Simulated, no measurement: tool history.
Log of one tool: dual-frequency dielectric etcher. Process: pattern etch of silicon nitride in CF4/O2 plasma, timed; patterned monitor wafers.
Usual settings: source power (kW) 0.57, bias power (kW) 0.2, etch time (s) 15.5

| run | hour | source power (kW) | bias power (kW) | etch time (s) | wafers since the last listed run | hours since the last wet clean | hours since the last source power generator calibration | hours since the last bias power generator calibration | hours since the last upper electrode change | hours since the gauge calibration | read-back reference wafer on the same gauge, depth_nm | mean etch depth across the wafer (Å) |
|---|---|---|---|---|---|---|---|---|---|---|---|---|
| 1 | 0 | 0.57 | 0.2 | 15.5 | 0 | 285.8 | 1232.6 | 3702 | 2820.4 | 7.6 | 33.49 | 389.2 |
| 2 | 78.2 | 0.57 | 0.2 | 17 | 782 | 364 | 1310.8 | 3780.2 | 2898.6 | 85.8 | 33.5 | 425.3 |
| 3 | 128.9 | 0.57 | 0.2 | 17 | 507 | 414.7 | 1361.5 | 3830.9 | 2949.3 | 136.5 | 33.47 | 429.4 |
| 4 | 216.2 | 0.62 | 0.232 | 15.5 | 873 | 502 | 1448.8 | 3918.2 | 3036.6 | 223.8 | 33.51 | 452.1 |
| 5 | 276.9 | 0.62 | 0.232 | 15.5 | 607 | 562.7 | 1509.5 | 3978.9 | 3097.3 | 284.5 | 33.49 | 453.5 |
| 6 | 365.9 | 0.57 | 0.2 | 15.5 | 890 | 651.7 | 1598.5 | 4067.9 | 3186.3 | 373.5 | 33.47 | 397.6 |
|  | 398.3 | wet clean of the chamber |
| 7 | 422.8 | 0.57 | 0.2 | 15.5 | 329 | 24.5 | 1655.4 | 4124.8 | 3243.2 | 430.4 | 33.47 | 379 |
|  | 490 | bias power generator calibrated |
|  | 515.8 | source power generator calibrated |
|  | 528.7 | upper electrode replaced |
| 8 | 529.2 | 0.57 | 0.2 | 15.5 | 855 | 130.9 | 13.4 | 39.2 | 0.5 | 536.8 | 33.51 | 379.6 |
| 9 | 555.5 | 0.46 | 0.177 | 17 | 263 | 157.2 | 39.7 | 65.5 | 26.8 | 563.1 | 33.47 | 325.6 |
| 10 | 595.4 | 0.65 | 0.218 | 18 | 399 | 197.1 | 79.6 | 105.4 | 66.7 | 603 | 33.5 | 521.4 |
| 11 | 640.2 | 0.49 | 0.232 | 12 | 448 | 241.9 | 124.4 | 150.2 | 111.5 | 647.8 | 33.52 | 275.9 |
|  | 651.7 | gauge calibrated |
| 12 | 699.5 | 0.65 | 0.218 | 18 | 593 | 301.2 | 183.7 | 209.5 | 170.8 | 47.8 | 33.5 | 523.8 |
| 13 | 762.2 | 0.71 | 0.2 | 12 | 627 | 363.9 | 246.4 | 272.2 | 233.5 | 110.5 | 33.54 | 364.7 |
| 14 | 857.9 | 0.57 | 0.2 | 15.5 | 957 | 459.6 | 342.1 | 367.9 | 329.2 | 206.2 | 33.46 | 389.8 |
| 15 | 943.6 | 0.5 | 0.2 | 15.5 | 857 | 545.3 | 427.8 | 453.6 | 414.9 | 291.9 | 33.54 | 346.5 |

3 ways to go on from here, each from the tool as it stands after run 15. What would each give?
| A | 944 | 0.57 | 0.2 | 15.5 | 4 | 545.7 | 428.2 | 454 | 415.3 | 292.3 | ? | ? |
| B | 944 | 0.5 | 0.2 | 12.5 | 4 | 545.7 | 428.2 | 454 | 415.3 | 292.3 | ? | ? |
| C | 944 | 0.49 | 0.243 | 13 | 4 | 545.7 | 428.2 | 454 | 415.3 | 292.3 | ? | ? |

| run | read-back reference wafer on the same gauge, depth_nm | mean etch depth across the wafer (Å) |
|---|---|---|
| A | 33.47 | 393 |
| B | 33.47 | 279.9 |
| C | 33.47 | 310.2 |
Without the tool's hidden state the same runs would have given:
| run | mean etch depth across the wafer (Å) |
|---|---|
| A | 375.8 |
| B | 267.7 |
| C | 296.7 |
